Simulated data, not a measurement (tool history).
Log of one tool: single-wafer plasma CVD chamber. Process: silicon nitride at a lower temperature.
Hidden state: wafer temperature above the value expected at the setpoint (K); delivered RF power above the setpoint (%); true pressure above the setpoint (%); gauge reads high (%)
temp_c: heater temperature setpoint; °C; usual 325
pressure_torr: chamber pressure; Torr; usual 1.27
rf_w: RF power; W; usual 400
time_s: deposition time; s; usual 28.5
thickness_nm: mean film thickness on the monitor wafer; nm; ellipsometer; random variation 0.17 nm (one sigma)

run	hour	temp_c	pressure_torr	rf_w	time_s	wafers since the last listed run	hours since the last thermocouple change	hours since the last RF generator calibration	hours since the last manometer calibration	hours since the showerhead was replaced	hours since the gauge calibration	read-back reference wafer on the same gauge, thickness_nm	thickness_nm
1	0.0	325	1.27	400	28.5	0	2586.8	1092.8	1130.1	5508.6	326.2	40.722	36.742
2	12.8	325	1.27	400	28.5	231	2599.6	1105.6	1142.9	5521.4	339.0	40.689	36.475
# hour 29.3: thermocouple changed; heater temperature recalibrated
# hour 37.7: capacitance manometer re-zeroed and calibrated
3	38.2	325	1.27	400	28.5	169	8.9	1131.0	0.5	5546.8	364.4	40.634	36.406
4	44.4	325	1.27	400	28.5	111	15.1	1137.2	6.7	5553.0	370.6	40.685	36.494
5	59.5	313	1.48	345	24.1	272	30.2	1152.3	21.8	5568.1	385.7	40.766	30.205
6	75.0	314	1.07	400	28.5	279	45.7	1167.8	37.3	5583.6	401.2	40.678	34.111
7	84.3	325	1.27	400	28.5	167	55.0	1177.1	46.6	5592.9	410.5	40.726	36.359
8	99.2	325	1.27	400	28.5	268	69.9	1192.0	61.5	5607.8	425.4	40.734	36.355
9	114.0	331	1.27	460	33.5	267	84.7	1206.8	76.3	5622.6	440.2	40.715	46.370
# hour 126.1: RF generator calibrated
10	126.6	312	1.27	400	28.5	83	97.3	0.5	88.9	5635.2	452.8	40.705	37.692
11	140.3	318	1.27	400	22.9	247	111.0	14.2	102.6	5648.9	466.5	40.712	30.331
12	155.2	331	1.27	375	28.5	268	125.9	29.1	117.5	5663.8	481.4	40.683	36.210
13	173.1	321	1.12	400	26.0	323	143.8	47.0	135.4	5681.7	499.3	40.735	32.484
14	189.5	325	1.27	400	28.5	295	160.2	63.4	151.8	5698.1	515.7	40.663	37.597
# hour 200.3: gauge calibrated
15	200.8	325	1.13	325	24.0	203	171.5	74.7	163.1	5709.4	0.5	40.729	26.561
16	213.8	312	1.05	400	23.0	234	184.5	87.7	176.1	5722.4	13.5	40.699	28.127
17	220.8	325	1.27	400	28.5	126	191.5	94.7	183.1	5729.4	20.5	40.738	37.573
# hour 240.1: showerhead replaced
18	240.6	331	1.27	400	28.5	212	211.3	114.5	202.9	0.5	40.3	40.685	37.557
19	248.7	325	1.27	370	28.5	146	219.4	122.6	211.0	8.6	48.4	40.707	35.590
20	256.8	325	1.27	400	28.5	146	227.5	130.7	219.1	16.7	56.5	40.743	37.657
21	266.7	325	1.27	400	28.5	178	237.4	140.6	229.0	26.6	66.4	40.702	37.365
22	278.6	325	1.27	400	28.5	214	249.3	152.5	240.9	38.5	78.3	40.695	37.853
23	294.1	325	1.27	400	28.5	279	264.8	168.0	256.4	54.0	93.8	40.727	37.226
24	300.2	325	1.27	335	28.5	110	270.9	174.1	262.5	60.1	99.9	40.687	33.763
25	309.1	338	1.27	400	28.5	160	279.8	183.0	271.4	69.0	108.8	40.766	37.450
26	345.3	313	1.57	400	28.5	653	316.0	219.2	307.6	105.2	145.0	40.692	40.586
27	361.2	325	1.27	400	28.5	286	331.9	235.1	323.5	121.1	160.9	40.706	37.516
28	376.7	320	1.27	325	28.5	279	347.4	250.6	339.0	136.6	176.4	40.667	32.919

Hidden state or all else? Some run-to-run changes of thickness_nm, split into what the settings, what came in and random variation would give without the hidden state, and what is left for the hidden state (with any gauge scatter that isn't in both results):
Run 8 -> 9: temp_c 325 -> 331, rf_w 400 -> 460, time_s 28.5 -> 33.5. thickness_nm +10.015 nm: hidden state -0.366, all else +10.381.
Run 9 -> 10: temp_c 331 -> 312, rf_w 460 -> 400, time_s 33.5 -> 28.5, RF generator calibrated. thickness_nm -8.678 nm: hidden state +1.464, all else -10.142.
Run 14 -> 15: pressure_torr 1.27 -> 1.13, rf_w 400 -> 325, time_s 28.5 -> 24.0, gauge calibrated. thickness_nm -11.036 nm: hidden state +0.074, all else -11.110.

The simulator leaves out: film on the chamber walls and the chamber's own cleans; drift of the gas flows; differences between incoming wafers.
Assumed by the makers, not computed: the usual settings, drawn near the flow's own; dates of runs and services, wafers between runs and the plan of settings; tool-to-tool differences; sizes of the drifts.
